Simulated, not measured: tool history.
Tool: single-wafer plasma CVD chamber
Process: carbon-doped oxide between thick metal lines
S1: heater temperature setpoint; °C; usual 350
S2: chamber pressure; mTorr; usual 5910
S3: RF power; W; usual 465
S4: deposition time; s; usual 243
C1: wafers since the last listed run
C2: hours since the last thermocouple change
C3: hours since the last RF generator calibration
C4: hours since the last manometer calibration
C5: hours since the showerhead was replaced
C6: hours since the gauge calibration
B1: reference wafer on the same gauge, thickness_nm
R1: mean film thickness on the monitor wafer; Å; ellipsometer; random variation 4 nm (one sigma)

Run 1, hour 0: usual settings; C1 0; C2 1365.1; C3 756.8; C4 729.2; C5 3809.3; C6 304.1; B1 1131.149. Result: R1 12378.54 Å.
Run 2, hour 26.2: usual settings; C1 212; C2 1391.3; C3 783; C4 755.4; C5 3835.5; C6 330.3; B1 1128.844. Result: R1 12365.09 Å.
Run 3, hour 75.5: usual settings; C1 400; C2 1440.6; C3 832.3; C4 804.7; C5 3884.8; C6 379.6; B1 1129.204. Result: R1 12424.23 Å.
Run 4, hour 105.5: usual settings; C1 243; C2 1470.6; C3 862.3; C4 834.7; C5 3914.8; C6 409.6; B1 1130.429. Result: R1 12428.94 Å.
Run 5, hour 155: usual settings; C1 402; C2 1520.1; C3 911.8; C4 884.2; C5 3964.3; C6 459.1; B1 1128.323. Result: R1 12397.68 Å.
Run 6, hour 196.2: usual settings; C1 334; C2 1561.3; C3 953; C4 925.4; C5 4005.5; C6 500.3; B1 1129.666. Result: R1 12335.81 Å.
Run 7, hour 258: usual settings but S4 226 s; C1 501; C2 1623.1; C3 1014.8; C4 987.2; C5 4067.3; C6 562.1; B1 1129.528. Result: R1 11435.88 Å.
At hour 311.6: capacitance manometer re-zeroed and calibrated.
At hour 320.3: gauge calibrated.
Run 8, hour 359.6: usual settings but S4 226 s; C1 760; C2 1724.7; C3 1116.4; C4 48; C5 4168.9; C6 39.3; B1 1129.205. Result: R1 11530.14 Å.
Run 9, hour 410.4: usual settings; C1 412; C2 1775.5; C3 1167.2; C4 98.8; C5 4219.7; C6 90.1; B1 1129.663. Result: R1 12269.65 Å.
Run 10, hour 451.4: usual settings; C1 333; C2 1816.5; C3 1208.2; C4 139.8; C5 4260.7; C6 131.1; B1 1128.552. Result: R1 12323.56 Å.
Run 11, hour 476.7: usual settings; C1 205; C2 1841.8; C3 1233.5; C4 165.1; C5 4286; C6 156.4; B1 1130.397. Result: R1 12284.19 Å.
At hour 491.9: RF generator calibrated.
Run 12, hour 513.5: usual settings but S2 4550 mTorr, S3 440 W; C1 233; C2 1878.6; C3 21.6; C4 201.9; C5 4322.8; C6 193.2; B1 1131.31. Result: R1 11632.95 Å.
Run 13, hour 594.5: usual settings but S2 4880 mTorr, S4 199 s; C1 657; C2 1959.6; C3 102.6; C4 282.9; C5 4403.8; C6 274.2; B1 1129.07. Result: R1 9986.73 Å.
Run 14, hour 623.7: usual settings but S3 505 W, S4 258 s; C1 237; C2 1988.8; C3 131.8; C4 312.1; C5 4433; C6 303.4; B1 1129.972. Result: R1 13844.32 Å.
At hour 650.7: thermocouple changed; heater temperature recalibrated.
Run 15, hour 684: usual settings but S3 405 W, S4 207 s; C1 424; C2 33.3; C3 192.1; C4 372.4; C5 4493.3; C6 363.7; B1 1129.377. Result: R1 9821.01 Å.
Run 16, hour 717.6: usual settings; C1 272; C2 66.9; C3 225.7; C4 406; C5 4526.9; C6 397.3; B1 1128.379. Result: R1 12405.87 Å.
At hour 753.5: showerhead replaced.
Run 17, hour 771.6: usual settings but S1 355 °C, S4 207 s; C1 373; C2 120.9; C3 279.7; C4 460; C5 18.1; C6 451.3; B1 1130.341. Result: R1 10457.98 Å.
Run 18, hour 820.7: usual settings but S1 363 °C, S2 6720 mTorr, S3 490 W, S4 287 s; C1 398; C2 170; C3 328.8; C4 509.1; C5 67.2; C6 500.4; B1 1128.38. Result: R1 14721.31 Å.
Run 19, hour 859.6: usual settings; C1 315; C2 208.9; C3 367.7; C4 548; C5 106.1; C6 539.3; B1 1130.286. Result: R1 12386.65 Å.
At hour 907.3: gauge calibrated.
Run 20, hour 909.4: usual settings but S2 7130 mTorr, S4 259 s; C1 404; C2 258.7; C3 417.5; C4 597.8; C5 155.9; C6 2.1; B1 1129.501. Result: R1 13540.01 Å.
Run 21, hour 977.8: usual settings; C1 555; C2 327.1; C3 485.9; C4 666.2; C5 224.3; C6 70.5; B1 1129.492. Result: R1 12472.21 Å.

What the log doesn't show, run by run:
wafer temperature above the value expected at the setpoint (K): 0 in every run
true pressure above the setpoint (%): 0 in every run
gauge reads high (%): 0 in every run
H1: delivered RF power above the setpoint (%)
run      H1
  1   -1.19
  2   -1.28
  3   -1.44
  4   -1.55
  5   -1.73
  6   -1.89
  7   -2.14
  8   -2.58
  9   -2.82
 10   -3.02
 11   -3.15
 12  -0.199
 13   -0.22
 14  -0.234
 15  -0.274
 16  -0.303
 17   -0.36
 18  -0.421
 19  -0.477
 20  -0.558
 21  -0.686

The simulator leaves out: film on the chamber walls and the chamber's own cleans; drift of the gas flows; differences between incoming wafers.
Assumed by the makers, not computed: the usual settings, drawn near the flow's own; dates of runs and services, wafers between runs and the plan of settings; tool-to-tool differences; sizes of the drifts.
